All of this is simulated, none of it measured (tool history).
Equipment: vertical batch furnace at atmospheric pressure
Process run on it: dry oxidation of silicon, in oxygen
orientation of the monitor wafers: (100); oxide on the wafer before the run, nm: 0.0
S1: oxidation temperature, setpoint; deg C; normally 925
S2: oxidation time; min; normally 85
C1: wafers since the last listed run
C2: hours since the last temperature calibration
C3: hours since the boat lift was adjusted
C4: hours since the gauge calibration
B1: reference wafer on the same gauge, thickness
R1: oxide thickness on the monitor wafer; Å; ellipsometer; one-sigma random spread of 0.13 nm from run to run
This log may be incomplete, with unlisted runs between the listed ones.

{"run": 1, "day": 0.0, "S1": 925, "S2": 85, "C1": 0, "C2": 581.2, "C3": 2409.1, "C4": 922.7, "B1": 31.2, "R1": 323.2}
{"run": 2, "day": 2.854, "S1": 925, "S2": 85, "C1": 1169, "C2": 649.7, "C3": 2477.6, "C4": 991.2, "B1": 31.15, "R1": 323.2}
{"run": 3, "day": 4.625, "S1": 925, "S2": 85, "C1": 725, "C2": 692.2, "C3": 2520.1, "C4": 1033.7, "B1": 31.12, "R1": 325.5}
{"run": 4, "day": 6.462, "S1": 925, "S2": 56.5, "C1": 752, "C2": 736.3, "C3": 2564.2, "C4": 1077.8, "B1": 31.23, "R1": 246.3}
{"run": 5, "day": 9.417, "S1": 925, "S2": 85, "C1": 1210, "C2": 807.2, "C3": 2635.1, "C4": 1148.7, "B1": 31.22, "R1": 324.4}
{"day": 10.979, "done": "gauge calibrated"}
{"run": 6, "day": 11.229, "S1": 925, "S2": 85, "C1": 742, "C2": 850.7, "C3": 2678.6, "C4": 6, "B1": 31.2, "R1": 324.3}
{"run": 7, "day": 14.154, "S1": 925, "S2": 85, "C1": 1198, "C2": 920.9, "C3": 2748.8, "C4": 76.2, "B1": 31.23, "R1": 322.8}
{"run": 8, "day": 16.404, "S1": 936, "S2": 85, "C1": 921, "C2": 974.9, "C3": 2802.8, "C4": 130.2, "B1": 31.2, "R1": 360.7}
{"run": 9, "day": 18.629, "S1": 936, "S2": 85, "C1": 911, "C2": 1028.3, "C3": 2856.2, "C4": 183.6, "B1": 31.17, "R1": 361.6}
{"run": 10, "day": 21.388, "S1": 936, "S2": 85, "C1": 1130, "C2": 1094.5, "C3": 2922.4, "C4": 249.8, "B1": 31.22, "R1": 362.3}
{"run": 11, "day": 23.792, "S1": 916, "S2": 107.5, "C1": 984, "C2": 1152.2, "C3": 2980.1, "C4": 307.5, "B1": 31.17, "R1": 349.1}
{"run": 12, "day": 25.783, "S1": 925, "S2": 85, "C1": 815, "C2": 1200, "C3": 3027.9, "C4": 355.3, "B1": 31.13, "R1": 324.2}
{"run": 13, "day": 27.783, "S1": 925, "S2": 85, "C1": 819, "C2": 1248, "C3": 3075.9, "C4": 403.3, "B1": 31.17, "R1": 325.6}
{"run": 14, "day": 30.075, "S1": 925, "S2": 85, "C1": 938, "C2": 1303, "C3": 3130.9, "C4": 458.3, "B1": 31.2, "R1": 323.6}
{"run": 15, "day": 32.362, "S1": 925, "S2": 85, "C1": 937, "C2": 1357.9, "C3": 3185.8, "C4": 513.2, "B1": 31.2, "R1": 326.2}
{"run": 16, "day": 35.029, "S1": 925, "S2": 85, "C1": 1092, "C2": 1421.9, "C3": 3249.8, "C4": 577.2, "B1": 31.21, "R1": 324.8}
{"run": 17, "day": 36.508, "S1": 925, "S2": 85, "C1": 606, "C2": 1457.4, "C3": 3285.3, "C4": 612.7, "B1": 31.17, "R1": 326.7}
{"run": 18, "day": 37.683, "S1": 925, "S2": 85, "C1": 481, "C2": 1485.6, "C3": 3313.5, "C4": 640.9, "B1": 31.19, "R1": 325.6}
{"run": 19, "day": 40.325, "S1": 943, "S2": 126.5, "C1": 1082, "C2": 1549, "C3": 3376.9, "C4": 704.3, "B1": 31.22, "R1": 523.3}
{"run": 20, "day": 43.021, "S1": 925, "S2": 85, "C1": 1104, "C2": 1613.7, "C3": 3441.6, "C4": 769, "B1": 31.16, "R1": 326.9}
{"run": 21, "day": 44.317, "S1": 925, "S2": 120.5, "C1": 530, "C2": 1644.8, "C3": 3472.7, "C4": 800.1, "B1": 31.22, "R1": 418.9}
{"run": 22, "day": 47.108, "S1": 935, "S2": 126.5, "C1": 1143, "C2": 1711.8, "C3": 3539.7, "C4": 867.1, "B1": 31.19, "R1": 478.1}
{"run": 23, "day": 49.45, "S1": 905, "S2": 85, "C1": 959, "C2": 1768, "C3": 3595.9, "C4": 923.3, "B1": 31.18, "R1": 269.2}
{"run": 24, "day": 51.45, "S1": 925, "S2": 85, "C1": 819, "C2": 1816, "C3": 3643.9, "C4": 971.3, "B1": 31.19, "R1": 328}
{"day": 53.283, "done": "gauge calibrated"}
{"run": 25, "day": 53.525, "S1": 934, "S2": 124.5, "C1": 850, "C2": 1865.8, "C3": 3693.7, "C4": 5.8, "B1": 31.15, "R1": 472.6}
{"run": 26, "day": 56.029, "S1": 912, "S2": 116.5, "C1": 1025, "C2": 1925.9, "C3": 3753.8, "C4": 65.9, "B1": 31.19, "R1": 358.6}
{"day": 58.571, "done": "thermocouples replaced and temperature profile calibrated"}
{"day": 58.921, "done": "boat lift adjusted"}
{"run": 27, "day": 59.029, "S1": 934, "S2": 124.5, "C1": 675, "C2": 11, "C3": 2.6, "C4": 137.9, "B1": 31.25, "R1": 463.8}
{"run": 28, "day": 60.771, "S1": 915, "S2": 105, "C1": 713, "C2": 52.8, "C3": 44.4, "C4": 179.7, "B1": 31.22, "R1": 337.2}
{"run": 29, "day": 62.042, "S1": 902, "S2": 44.5, "C1": 520, "C2": 83.3, "C3": 74.9, "C4": 210.2, "B1": 31.19, "R1": 166.9}
{"run": 30, "day": 63.938, "S1": 909, "S2": 100, "C1": 776, "C2": 128.8, "C3": 120.4, "C4": 255.7, "B1": 31.24, "R1": 306.8}
{"run": 31, "day": 65.862, "S1": 936, "S2": 85, "C1": 788, "C2": 175, "C3": 166.6, "C4": 301.9, "B1": 31.23, "R1": 359.7}
{"run": 32, "day": 68.692, "S1": 948, "S2": 45.5, "C1": 1159, "C2": 242.9, "C3": 234.5, "C4": 369.8, "B1": 31.24, "R1": 270.7}
{"run": 33, "day": 70.971, "S1": 908, "S2": 127.5, "C1": 933, "C2": 297.6, "C3": 289.2, "C4": 424.5, "B1": 31.22, "R1": 358.4}
{"run": 34, "day": 73.896, "S1": 907, "S2": 85, "C1": 1198, "C2": 367.8, "C3": 359.4, "C4": 494.7, "B1": 31.18, "R1": 271.1}
{"run": 35, "day": 75.388, "S1": 925, "S2": 85, "C1": 611, "C2": 403.6, "C3": 395.2, "C4": 530.5, "B1": 31.22, "R1": 324}

Pick out some run-to-run changes in R1. Of each, how much would a tool without hidden state show as well, from the settings, what came in and chance, and how much is left for the hidden state and any gauge scatter not in both results compared?
Hidden state present: true tube temperature minus thermocouple reading, K; monitor wafer colder than the profiled boat position, K; gauge reads high (%).
Run 18 -> 19: S1 925 -> 943, S2 85 -> 126.5. R1 +197.7 Å: hidden state +3.4, all else +194.3.
Run 19 -> 20: S1 943 -> 925, S2 126.5 -> 85. R1 -196.4 Å: hidden state -2.7, all else -193.7.
Run 22 -> 23: S1 935 -> 905, S2 126.5 -> 85. R1 -208.9 Å: hidden state -3.5, all else -205.4.
Run 24 -> 25: S1 925 -> 934, S2 85 -> 124.5, gauge calibrated. R1 +144.6 Å: hidden state +3.6, all else +141.
Run 26 -> 27: S1 912 -> 934, S2 116.5 -> 124.5, thermocouples replaced and temperature profile calibrated, boat lift adjusted. R1 +105.2 Å: hidden state -6.5, all else +111.7.
